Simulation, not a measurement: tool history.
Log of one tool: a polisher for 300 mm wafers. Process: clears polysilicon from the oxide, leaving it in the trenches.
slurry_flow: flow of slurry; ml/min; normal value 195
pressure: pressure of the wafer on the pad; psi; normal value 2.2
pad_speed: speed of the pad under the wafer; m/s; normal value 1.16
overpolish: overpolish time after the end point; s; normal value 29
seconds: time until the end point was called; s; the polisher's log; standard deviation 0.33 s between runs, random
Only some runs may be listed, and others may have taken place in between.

| run | hour | slurry_flow | pressure | pad_speed | overpolish | wafers since the last listed run | wafers polished on this pad | hours since the slurry nozzle was cleaned | hours since the head pressure was calibrated | incoming thickness of the incoming film, nm | seconds |
|---|---|---|---|---|---|---|---|---|---|---|---|
| 1 | 0.0 | 195 | 2.2 | 1.16 | 29 | 0 | 634 | 177.0 | 470.1 | 475.0 | 38.8 |
| 2 | 17.2 | 195 | 2.2 | 1.16 | 29 | 168 | 803 | 194.2 | 487.3 | 478.3 | 39.6 |
| 3 | 33.8 | 195 | 2.2 | 1.16 | 29 | 163 | 966 | 210.8 | 503.9 | 476.4 | 40.2 |
|  | 46.3 | worn pad replaced by a new one |
| 4 | 50.2 | 195 | 2.2 | 1.16 | 29 | 121 | 38 | 227.2 | 520.3 | 488.1 | 37.7 |
| 5 | 59.8 | 195 | 2.2 | 1.16 | 29 | 94 | 133 | 236.8 | 529.9 | 475.7 | 37.2 |
| 6 | 71.2 | 195 | 2.2 | 1.16 | 29 | 111 | 244 | 248.2 | 541.3 | 476.6 | 36.9 |
| 7 | 82.4 | 195 | 2.2 | 1.16 | 29 | 110 | 355 | 259.4 | 552.5 | 487.2 | 37.8 |
| 8 | 120.8 | 250 | 2.2 | 1.04 | 29 | 377 | 732 | 297.8 | 590.9 | 475.6 | 42.0 |
| 9 | 134.8 | 250 | 2.2 | 1.04 | 29 | 137 | 869 | 311.8 | 604.9 | 479.7 | 41.7 |
|  | 140.8 | worn pad replaced by a new one |
| 10 | 148.5 | 195 | 2.2 | 1.16 | 29 | 95 | 75 | 325.5 | 618.6 | 486.3 | 36.8 |
| 11 | 165.5 | 195 | 2.2 | 1.16 | 29 | 167 | 242 | 342.5 | 635.6 | 477.0 | 36.7 |
|  | 171.3 | head pressure recalibrated |
| 12 | 180.7 | 195 | 2.2 | 1.16 | 29 | 129 | 372 | 357.7 | 9.4 | 476.2 | 41.4 |
| 13 | 188.2 | 155 | 1.8 | 1.30 | 15 | 73 | 445 | 365.2 | 16.9 | 478.7 | 46.4 |
| 14 | 204.7 | 195 | 2.2 | 1.16 | 29 | 162 | 607 | 381.7 | 33.4 | 476.5 | 41.3 |
|  | 217.2 | slurry nozzle cleaned |
| 15 | 219.6 | 195 | 2.2 | 0.88 | 29 | 136 | 744 | 2.4 | 48.3 | 470.4 | 53.1 |
|  | 231.9 | worn pad replaced by a new one |
| 16 | 232.4 | 230 | 1.9 | 1.04 | 29 | 86 | 4 | 15.2 | 61.1 | 479.1 | 49.4 |
| 17 | 249.2 | 165 | 1.7 | 1.50 | 42 | 165 | 169 | 32.0 | 77.9 | 473.5 | 40.8 |
| 18 | 256.5 | 195 | 2.2 | 1.16 | 45 | 71 | 241 | 39.3 | 85.2 | 487.2 | 40.0 |
| 19 | 267.6 | 195 | 2.2 | 1.40 | 29 | 109 | 350 | 50.4 | 96.3 | 481.1 | 33.6 |
| 20 | 274.0 | 195 | 2.2 | 1.34 | 29 | 62 | 413 | 56.8 | 102.7 | 477.1 | 35.3 |
| 21 | 291.7 | 240 | 2.2 | 0.86 | 29 | 173 | 587 | 74.5 | 120.4 | 485.4 | 52.9 |
| 22 | 298.5 | 150 | 2.7 | 1.16 | 29 | 66 | 653 | 81.3 | 127.2 | 481.9 | 34.3 |
| 23 | 315.7 | 195 | 2.2 | 1.04 | 24 | 168 | 822 | 98.5 | 144.4 | 487.2 | 45.9 |

What if the next run were any one of these 5? Each begins from the tool's condition after run 23:
| A | 316.1 | 195 | 2.2 | 1.16 | 29 | 3 | 826 | 98.9 | 144.8 | 481.0 | ? |
| B | 316.1 | 170 | 1.7 | 1.04 | 29 | 3 | 826 | 98.9 | 144.8 | 481.0 | ? |
| C | 316.1 | 195 | 1.7 | 1.52 | 29 | 3 | 826 | 98.9 | 144.8 | 481.0 | ? |
| D | 316.1 | 195 | 2.2 | 1.16 | 35 | 3 | 826 | 98.9 | 144.8 | 481.0 | ? |
| E | 316.1 | 235 | 2.2 | 1.48 | 35 | 3 | 826 | 98.9 | 144.8 | 481.0 | ? |

| run | seconds |
|---|---|
| A | 41.5 |
| B | 59.9 |
| C | 42.1 |
| D | 41.5 |
| E | 32.8 |
Take away the tool's hidden state, keep each run's random variation, and the runs would have read:
| run | seconds |
|---|---|
| A | 39.3 |
| B | 56.7 |
| C | 39.9 |
| D | 39.3 |
| E | 31.0 |
